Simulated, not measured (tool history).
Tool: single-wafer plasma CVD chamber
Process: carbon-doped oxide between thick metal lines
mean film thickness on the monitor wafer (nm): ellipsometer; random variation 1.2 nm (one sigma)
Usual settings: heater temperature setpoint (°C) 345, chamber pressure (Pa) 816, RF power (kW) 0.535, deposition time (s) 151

run   hour  heater temperature setpoint (°C)  chamber pressure (Pa)  RF power (kW)  deposition time (s)  wafers since the last listed run  hours since the last thermocouple change  hours since the last RF generator calibration  hours since the last manometer calibration  hours since the showerhead was replaced  hours since the gauge calibration  read-back reference wafer on the same gauge, thickness_nm  mean film thickness on the monitor wafer (nm)
  1      0                               345                    816          0.535                  151                                 0                                    2429.1                                         1811.7                                      1979.1                                   2750.4                              173.5                                                    892.782                                         776.57
  2   10.7                               345                    816          0.535                  151                               122                                    2439.8                                         1822.4                                      1989.8                                   2761.1                              184.2                                                    892.881                                        778.075
      23.9  -- gauge calibrated
  3   25.7                               345                    816          0.535                  151                               171                                    2454.8                                         1837.4                                      2004.8                                   2776.1                                1.8                                                    892.818                                        777.125
  4   42.9                               345                    816          0.535                  166                               196                                      2472                                         1854.6                                        2022                                   2793.3                                 19                                                    893.198                                        852.719
  5   58.2                               345                    816          0.535                  166                               175                                    2487.3                                         1869.9                                      2037.3                                   2808.6                               34.3                                                    892.485                                        851.774
  6   69.4                               353                    816           0.61                  151                               128                                    2498.5                                         1881.1                                      2048.5                                   2819.8                               45.5                                                    892.462                                        827.783
  7   79.3                               345                    816          0.535                  151                               113                                    2508.4                                           1891                                      2058.4                                   2829.7                               55.4                                                     892.75                                        777.203
      88.9  -- thermocouple changed; heater temperature recalibrated
  8   89.4                               345                    816          0.535                  151                                24                                       0.5                                         1901.1                                      2068.5                                   2839.8                               65.5                                                    892.811                                        775.492
  9   91.9                               345                    816          0.535                  151                                28                                         3                                         1903.6                                        2071                                   2842.3                                 68                                                    893.096                                        775.049
     112.1  -- showerhead replaced
 10  112.6                               345                    816          0.535                  151                               145                                      23.7                                         1924.3                                      2091.7                                      0.5                               88.7                                                    893.324                                        773.301
 11  116.7                               345                    816          0.535                  151                                46                                      27.8                                         1928.4                                      2095.8                                      4.6                               92.8                                                    892.887                                        774.277
 12  124.5                               345                    816          0.535                  151                                89                                      35.6                                         1936.2                                      2103.6                                     12.4                              100.6                                                    893.348                                        774.747
     134.9  -- capacitance manometer re-zeroed and calibrated
     142.4  -- RF generator calibrated
 13  156.6                               345                    816          0.535                  151                               190                                      67.7                                           14.2                                        21.7                                     44.5                              132.7                                                    892.647                                        814.782
 14  167.1                               345                    816          0.535                  166                               120                                      78.2                                           24.7                                        32.2                                       55                              143.2                                                    893.132                                        896.533
 15  178.6                               345                    816          0.565                  151                               131                                      89.7                                           36.2                                        43.7                                     66.5                              154.7                                                    892.926                                        842.443
 16  185.4                               345                    816          0.535                  151                                77                                      96.5                                             43                                        50.5                                     73.3                              161.5                                                    892.884                                        815.205
 17  199.8                               345                    816          0.535                  151                               164                                     110.9                                           57.4                                        64.9                                     87.7                              175.9                                                     892.54                                         815.54
 18  205.9                               338                    627          0.485                  180                                69                                       117                                           63.5                                          71                                     93.8                                182                                                    892.839                                        888.345
 19  218.5                               345                    816          0.535                  151                               144                                     129.6                                           76.1                                        83.6                                    106.4                              194.6                                                    892.481                                        813.935
 20  226.8                               345                    620          0.445                  151                                95                                     137.9                                           84.4                                        91.9                                    114.7                              202.9                                                    893.163                                        693.983
     227.3  -- gauge calibrated
 21  235.9                               340                    660            0.6                  137                               104                                       147                                           93.5                                         101                                    123.8                                8.6                                                    892.696                                        777.884
 22  244.1                               340                    816          0.595                  121                                93                                     155.2                                          101.7                                       109.2                                      132                               16.8                                                    892.762                                        705.428
 23    252                               357                    816          0.535                  137                                90                                     163.1                                          109.6                                       117.1                                    139.9                               24.7                                                    892.359                                         718.68
 24  260.4                               355                    816          0.535                  151                                96                                     171.5                                            118                                       125.5                                    148.3                               33.1                                                    893.075                                        795.722
 25  271.3                               345                    816          0.595                  151                               124                                     182.4                                          128.9                                       136.4                                    159.2                                 44                                                    893.486                                        871.419
 26  281.6                               345                    816          0.535                  151                               117                                     192.7                                          139.2                                       146.7                                    169.5                               54.3                                                    892.849                                        815.942
 27  291.7                               345                    816          0.505                  151                               115                                     202.8                                          149.3                                       156.8                                    179.6                               64.4                                                    893.062                                          784.8

The same runs without the tool's hidden state, with the same run-to-run variation:
The hidden state here: wafer temperature above the value expected at the setpoint (K); delivered RF power above the setpoint (%); true pressure above the setpoint (%); gauge reads high (%).
run  mean film thickness on the monitor wafer (nm)
  1                                        814.644
  2                                        816.613
  3                                        816.169
  4                                        896.263
  5                                        895.901
  6                                        869.572
  7                                         818.27
  8                                        816.855
  9                                        816.485
 10                                        815.444
 11                                        816.634
 12                                        817.436
 13                                        815.663
 14                                        897.506
 15                                        843.336
 16                                        816.101
 17                                        816.451
 18                                        889.366
 19                                        814.867
 20                                        694.938
 21                                        778.771
 22                                        706.245
 23                                        719.553
 24                                        796.705
 25                                        872.487
 26                                        816.999
 27                                        785.843
